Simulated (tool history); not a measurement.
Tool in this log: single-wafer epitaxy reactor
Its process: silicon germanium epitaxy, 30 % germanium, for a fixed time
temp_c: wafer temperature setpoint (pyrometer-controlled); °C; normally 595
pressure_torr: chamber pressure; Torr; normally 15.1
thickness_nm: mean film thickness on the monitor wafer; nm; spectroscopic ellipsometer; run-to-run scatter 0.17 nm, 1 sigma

run   hour  temp_c  pressure_torr  wafers since the last listed run  hours since the last pyrometer calibration  hours since the last manometer calibration  hours since the showerhead was replaced  hours since the gauge calibration  read-back reference wafer on the same gauge, thickness_nm  thickness_nm
  1      0     595           16.2                                 0                                       551.6                                      1815.9                                   7755.5                              273.4                                                     53.064        56.065
  2     54     595           16.2                              1242                                       605.6                                      1869.9                                   7809.5                              327.4                                                     53.074        56.101
  3   89.8     595           15.1                               823                                       641.4                                      1905.7                                   7845.3                              363.2                                                     53.092         54.63
  4  124.9     595           13.5                               807                                       676.5                                      1940.8                                   7880.4                              398.3                                                     53.053        51.994
  5  194.7     595           13.5                              1605                                       746.3                                      2010.6                                   7950.2                              468.1                                                     53.095        52.094
  6  259.2     595           15.1                              1483                                       810.8                                      2075.1                                   8014.7                              532.6                                                     53.094         54.58
     308.4  -- showerhead replaced
  7  308.9     595           15.1                               959                                       860.5                                      2124.8                                      0.5                              582.3                                                     53.047        54.376
     317.8  -- gauge calibrated
     329.4  -- capacitance manometer re-zeroed and calibrated
  8  346.4     602           15.1                               678                                         898                                          17                                       38                               28.6                                                     53.112        61.195
  9  408.5     580           16.7                              1428                                       960.1                                        79.1                                    100.1                               90.7                                                      53.11        44.557
     425.9  -- pyrometer calibrated
 10    465     583           12.9                              1115                                        39.1                                       135.6                                    156.6                              147.2                                                     53.074        41.716
 11  495.5     605           12.3                               701                                        69.6                                       166.1                                    187.1                              177.7                                                      53.12        58.115
 12  550.1     595           15.1                              1256                                       124.2                                       220.7                                    241.7                              232.3                                                     53.092        54.577
 13  600.9     602           11.4                              1168                                         175                                       271.5                                    292.5                              283.1                                                     53.114        53.965
 14  643.1     605           12.3                               970                                       217.2                                       313.7                                    334.7                              325.3                                                     53.158        58.455

Entry by entry between the runs, the difference in hidden state between the last listed run before and the first listed run after:
In the gap between runs 6 and 7: showerhead replaced (hour 308.4)
  no difference in the tool's unlogged condition between these two runs
In the gap between runs 7 and 8: gauge calibrated (hour 317.8); capacitance manometer re-zeroed and calibrated (hour 329.4)
  no difference in the tool's unlogged condition between these two runs
In the gap between runs 9 and 10: pyrometer calibrated (hour 425.9)
  no difference in the tool's unlogged condition between these two runs
